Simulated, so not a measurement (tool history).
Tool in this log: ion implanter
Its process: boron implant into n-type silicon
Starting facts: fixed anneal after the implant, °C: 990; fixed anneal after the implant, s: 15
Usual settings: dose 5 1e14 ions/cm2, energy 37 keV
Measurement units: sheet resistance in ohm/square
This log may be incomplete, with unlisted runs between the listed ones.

run,hour,dose,energy,wafers since the last listed run,hours since the last dose calibration,hours since the extraction supply was calibrated,hours since the gauge calibration,"read-back reference wafer on the same gauge, sheet resistance",sheet resistance
1,0,5,37,0,140.6,4950.1,383,225.99,227.43
2,32.2,5,28.5,499,172.8,4982.3,415.2,226.16,233.66
3,70.7,5,28.5,597,211.3,5020.8,453.7,226.62,233.2
4,97.1,5,28.5,409,237.7,5047.2,480.1,227.04,231.28
5,150,5,37,820,290.6,5100.1,533,227.08,229.88
6,214.9,3.84,37,1007,355.5,5165,597.9,227.39,282.43
7,252.5,5,44,583,393.1,5202.6,635.5,227.54,227.87
8,299.9,5,44,735,440.5,5250,682.9,227.99,228.15
# hour 494.3: extraction supply calibrated
9,494.8,5,44,2900,635.4,0.5,877.8,229.56,229.07
10,521.9,5,37,420,662.5,27.6,904.9,230.15,231.32
11,547.4,5,37,395,688,53.1,930.4,229.9,234.88
12,594.9,5,37,737,735.5,100.6,977.9,229.89,232.34
13,659.1,5,37,996,799.7,164.8,1042.1,231.13,232.29
# hour 689.3: Faraday cup replaced and dose calibrated
14,711.9,6.08,49,695,22.6,217.6,1094.9,230.95,195.82
15,748.3,5.94,47,564,59,254,1131.3,231.51,201.07
# hour 779.6: gauge calibrated
16,789.4,4.44,29.5,637,100.1,295.1,9.8,223.59,251.29
17,848.7,4.33,30,920,159.4,354.4,69.1,224.01,258.77
18,899.7,5,37,791,210.4,405.4,120.1,224.22,225.52
19,950.3,3.53,24,785,261,456,170.7,224.61,309.67
20,1009.8,6.03,40.5,923,320.5,515.5,230.2,225.29,193.44
21,1040.4,5,37,474,351.1,546.1,260.8,225.26,226.71
22,1065.7,6.11,37,392,376.4,571.4,286.1,225.49,195.79
23,1105.8,5,37,622,416.5,611.5,326.2,225.51,228.45
24,1160.9,5.41,37,855,471.6,666.6,381.3,226.33,215.22
25,1361.2,5.75,44,3108,671.9,866.9,581.6,227.48,204.14
26,1419.6,4.58,37,906,730.3,925.3,640,228.33,247.91

Hidden state or all else? Some run-to-run changes of sheet resistance, split into what the settings, what came in and random variation would give without the hidden state, and what is left for the hidden state (with any gauge scatter that isn't in both results):
What the log doesn't record here: deviation of the true dose from the Faraday cup's reading, %; deviation of the true energy from its setpoint, %; gauge reads high (%).
Run 8 -> 9: extraction supply calibrated. sheet resistance +0.92 ohm/square: hidden state +1.36, all else -0.44.
Run 15 -> 16: dose 5.94 -> 4.44, energy 47 -> 29.5, gauge calibrated. sheet resistance +50.22 ohm/square: hidden state -6.93, all else +57.15.
Run 18 -> 19: dose 5 -> 3.53, energy 37 -> 24. sheet resistance +84.15 ohm/square: hidden state +0.6, all else +83.55.
Run 19 -> 20: dose 3.53 -> 6.03, energy 24 -> 40.5. sheet resistance -116.23 ohm/square: hidden state +0.03, all else -116.26.

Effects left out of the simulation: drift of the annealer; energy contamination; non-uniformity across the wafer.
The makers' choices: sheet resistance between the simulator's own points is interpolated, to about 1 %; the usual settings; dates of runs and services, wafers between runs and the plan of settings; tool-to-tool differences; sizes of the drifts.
